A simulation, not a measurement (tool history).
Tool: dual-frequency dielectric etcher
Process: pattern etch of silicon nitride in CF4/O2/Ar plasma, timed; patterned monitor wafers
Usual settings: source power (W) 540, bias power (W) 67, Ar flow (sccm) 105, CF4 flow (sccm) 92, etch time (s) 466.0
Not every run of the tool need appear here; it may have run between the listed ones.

| run | day | source power (W) | bias power (W) | Ar flow (sccm) | CF4 flow (sccm) | etch time (s) | wafers since the last listed run | hours since the last wet clean | hours since the last source power generator calibration | hours since the last bias power generator calibration | hours since the last Ar flow controller change | hours since the last CF4 flow controller change | hours since the last upper electrode change | hours since the gauge calibration | read-back reference wafer on the same gauge, depth_nm | mean etch depth across the wafer (angstrom) |
|---|---|---|---|---|---|---|---|---|---|---|---|---|---|---|---|---|
| 1 | 0.000 | 540 | 67 | 105 | 92 | 466.0 | 0 | 260.4 | 3964.9 | 4386.5 | 3893.0 | 4367.1 | 5220.1 | 114.5 | 1004.3 | 9966 |
| 2 | 0.662 | 540 | 67 | 105 | 92 | 466.0 | 49 | 276.3 | 3980.8 | 4402.4 | 3908.9 | 4383.0 | 5236.0 | 130.4 | 1003.7 | 10011 |
| 3 | 1.154 | 540 | 67 | 105 | 92 | 466.0 | 36 | 288.1 | 3992.6 | 4414.2 | 3920.7 | 4394.8 | 5247.8 | 142.2 | 1004.3 | 10068 |
| 4 | 1.750 | 540 | 67 | 105 | 92 | 466.0 | 44 | 302.4 | 4006.9 | 4428.5 | 3935.0 | 4409.1 | 5262.1 | 156.5 | 1004.1 | 10060 |
| 5 | 2.054 | 540 | 67 | 105 | 92 | 466.0 | 22 | 309.7 | 4014.2 | 4435.8 | 3942.3 | 4416.4 | 5269.4 | 163.8 | 1005.3 | 10046 |
| 6 | 2.388 | 540 | 67 | 105 | 92 | 466.0 | 24 | 317.7 | 4022.2 | 4443.8 | 3950.3 | 4424.4 | 5277.4 | 171.8 | 1005.1 | 10181 |
|  | 3.421 | source power generator calibrated |
|  | 3.988 | wet clean of the chamber |
|  | 4.117 | CF4 flow controller replaced |
| 7 | 4.138 | 540 | 67 | 105 | 92 | 466.0 | 66 | 3.6 | 17.2 | 4485.8 | 3992.3 | 0.5 | 5319.4 | 213.8 | 1004.4 | 9645 |
| 8 | 4.292 | 540 | 67 | 105 | 92 | 466.0 | 11 | 7.3 | 20.9 | 4489.5 | 3996.0 | 4.2 | 5323.1 | 217.5 | 1003.1 | 9733 |
| 9 | 4.646 | 680 | 58 | 123 | 82 | 466.0 | 26 | 15.8 | 29.4 | 4498.0 | 4004.5 | 12.7 | 5331.6 | 226.0 | 1003.7 | 11440 |
|  | 5.008 | gauge calibrated |
|  | 5.204 | Ar flow controller replaced |
|  | 5.858 | upper electrode replaced |
| 10 | 5.879 | 540 | 67 | 105 | 92 | 466.0 | 24 | 45.4 | 59.0 | 4527.6 | 16.2 | 42.3 | 0.5 | 20.9 | 1002.9 | 9817 |
| 11 | 5.900 | 540 | 67 | 90 | 92 | 369.0 | 1 | 45.9 | 59.5 | 4528.1 | 16.7 | 42.8 | 1.0 | 21.4 | 1004.7 | 7834 |
| 12 | 6.417 | 590 | 67 | 105 | 101 | 466.0 | 38 | 58.3 | 71.9 | 4540.5 | 29.1 | 55.2 | 13.4 | 33.8 | 1003.7 | 10877 |
|  | 6.658 | bias power generator calibrated |
| 13 | 7.075 | 540 | 67 | 105 | 92 | 466.0 | 36 | 74.1 | 87.7 | 10.0 | 44.9 | 71.0 | 29.2 | 49.6 | 1003.1 | 9796 |
| 14 | 7.675 | 540 | 55 | 105 | 92 | 466.0 | 44 | 88.5 | 102.1 | 24.4 | 59.3 | 85.4 | 43.6 | 64.0 | 1004.1 | 9331 |
| 15 | 8.212 | 590 | 67 | 112 | 92 | 588.5 | 39 | 101.4 | 115.0 | 37.3 | 72.2 | 98.3 | 56.5 | 76.9 | 1004.7 | 13537 |
| 16 | 8.754 | 460 | 67 | 105 | 92 | 466.0 | 40 | 114.4 | 128.0 | 50.3 | 85.2 | 111.3 | 69.5 | 89.9 | 1003.1 | 8238 |

Alternative continuations, all from the tool just after run 16; predict every row:
| A | 8.775 | 540 | 67 | 105 | 102 | 466.0 | 1 | 114.9 | 128.5 | 50.8 | 85.7 | 111.8 | 70.0 | 90.4 | ? | ? |
| B | 8.775 | 430 | 60 | 105 | 80 | 531.0 | 1 | 114.9 | 128.5 | 50.8 | 85.7 | 111.8 | 70.0 | 90.4 | ? | ? |
| C | 8.775 | 420 | 59 | 97 | 92 | 575.0 | 1 | 114.9 | 128.5 | 50.8 | 85.7 | 111.8 | 70.0 | 90.4 | ? | ? |
| D | 8.775 | 540 | 67 | 105 | 115 | 466.0 | 1 | 114.9 | 128.5 | 50.8 | 85.7 | 111.8 | 70.0 | 90.4 | ? | ? |
| E | 8.775 | 620 | 75 | 128 | 85 | 466.0 | 1 | 114.9 | 128.5 | 50.8 | 85.7 | 111.8 | 70.0 | 90.4 | ? | ? |

| run | read-back reference wafer on the same gauge, depth_nm | mean etch depth across the wafer (angstrom) |
|---|---|---|
| A | 1003.9 | 10002 |
| B | 1003.9 | 8427 |
| C | 1003.9 | 9060 |
| D | 1003.9 | 10135 |
| E | 1003.9 | 11434 |
Had the tool no hidden state, the same runs would have come out as:
| run | mean etch depth across the wafer (angstrom) |
|---|---|
| A | 9870 |
| B | 8316 |
| C | 8941 |
| D | 10001 |
| E | 11283 |
